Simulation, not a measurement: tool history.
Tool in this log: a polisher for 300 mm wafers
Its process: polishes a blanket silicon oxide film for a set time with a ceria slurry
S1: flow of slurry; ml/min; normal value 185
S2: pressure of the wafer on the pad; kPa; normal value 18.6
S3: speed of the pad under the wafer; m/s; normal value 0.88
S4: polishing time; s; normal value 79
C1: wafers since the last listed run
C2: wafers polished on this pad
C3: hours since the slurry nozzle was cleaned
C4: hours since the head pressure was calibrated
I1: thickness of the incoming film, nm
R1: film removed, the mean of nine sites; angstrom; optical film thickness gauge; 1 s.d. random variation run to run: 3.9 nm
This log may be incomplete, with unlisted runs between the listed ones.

run   hour   S1    S2    S3   S4   C1    C2     C3      C4     I1    R1
  1      0  185  18.6  0.76   79    0   635  338.6  1069.3    810  2930
  2    6.4  185  18.6  0.88   95   54   689    345  1075.7  829.4  3909
  3   20.7  185  18.6  0.88   71  122   812  359.3    1090  811.5  2960
  4   38.3  185  18.6  0.88   99  150   962  376.9  1107.6  822.2  4021
      83.4  -- worn pad replaced by a new one
  5   84.9  185  18.6  0.88   99  364    12  423.5  1154.2  833.8  4226
  6  102.4  185  18.6  0.88   99  149   162    441  1171.7  809.8  4132
  7  111.2  185  18.6  0.88   79   75   237  449.8  1180.5  823.4  3233
  8    129  185  18.6  0.88   79  152   390  467.6  1198.3  815.5  3294
  9  144.5  185  18.6  0.88   79  132   522  483.1  1213.8  817.8  3454
 10  151.1  230  18.6  0.88   79   56   579  489.7  1220.4  821.1  3523
 11  165.3  135  18.6  0.88   79  121   700  503.9  1234.6  810.8  3142
       179  -- slurry nozzle cleaned
 12  180.4  135  18.6  0.88   79  120   821    1.4  1249.7  832.8  3156
 13  190.5  185  18.6  0.88   79   86   908   11.5  1259.8  820.3  3374
 14  206.1  185  15.2  0.88   79  133  1041   27.1  1275.4    826  2740
     217.2  -- head pressure recalibrated
     224.5  -- worn pad replaced by a new one, of another model than before
 15    225  185  18.6  0.88   79  110     4     46     7.8  820.8  2925
 16  261.7  185  18.6  0.88   79  314   318   82.7    44.5    822  2976
 17  274.3  185  18.6  0.88  107  107   426   95.3    57.1  828.9  4011
 18    281  185  23.4  1.08   79   57   483    102    63.8  824.5  3657
 19  293.5  185  18.6  0.88   79  106   590  114.5    76.3  832.5  2939
 20  304.3  185  18.6  0.62   79   92   682  125.3    87.1  828.9  2510
 21  312.2  185  18.6  0.96   62   67   750  133.2      95  824.9  2395
 22    322  240  18.6  0.88   79   83   834    143   104.8  817.6  2992
 23  331.5  160  24.1  0.88   67   81   915  152.5   114.3  811.6  2839
 24  346.3  185  18.6  0.88   79  126  1042  167.3   129.1  814.6  2972
 25    359  185  18.6  0.88   79  108  1150    180   141.8  831.3  2887
     365.6  -- worn pad replaced by a new one
 26  368.6  205  23.4  0.68   79   47    25  189.6   151.4  815.4  3027
 27    381  185  18.6  0.88   79  106   131    202   163.8  816.3  2928
 28  396.4  185  21.4   0.7   91  131   263  217.4   179.2    826  3335
 29  410.5  185  13.1  0.98   79  120   384  231.5   193.3    804  2551
 30  424.3  185  18.6  0.88   87  118   502  245.3   207.1  825.4  3294
 31  434.1  205  23.4  0.62  104   83   586  255.1   216.9  819.6  3847
 32  443.8  150  22.8  0.76   79   83   669  264.8   226.6    817  3018
 33  460.2  185  18.6  0.88   79  140   809  281.2     243  818.3  2920
 34  477.6  185  18.6  1.16   87  148   958  298.6   260.4    817  3693
 35  492.5  185  18.6  0.88   79  127  1086  313.5   275.3  817.6  2916
 36  502.3  185  18.6  0.88   98   83  1170  323.3   285.1  817.8  3680

Consider 5 possible next runs. They are alternatives, not a sequence: every one starts from the tool as it was left by run 36. What does each give?
  A  502.7  185  18.6  0.88  105   3  1173  323.7  285.5  820.3   ?
  B  502.7  185  18.6   0.8   79   3  1173  323.7  285.5  820.3   ?
  C  502.7  185  14.5  0.88   57   3  1173  323.7  285.5  820.3   ?
  D  502.7  185  18.6  0.88   58   3  1173  323.7  285.5  820.3   ?
  E  502.7  230  14.5  0.74  107   3  1173  323.7  285.5  820.3   ?

run    R1
  A  3928
  B  2835
  C  1877
  D  2170
  E  3333
Without the tool's unlogged condition, the same runs would have read:
run    R1
  A  3983
  B  2875
  C  1904
  D  2200
  E  3380
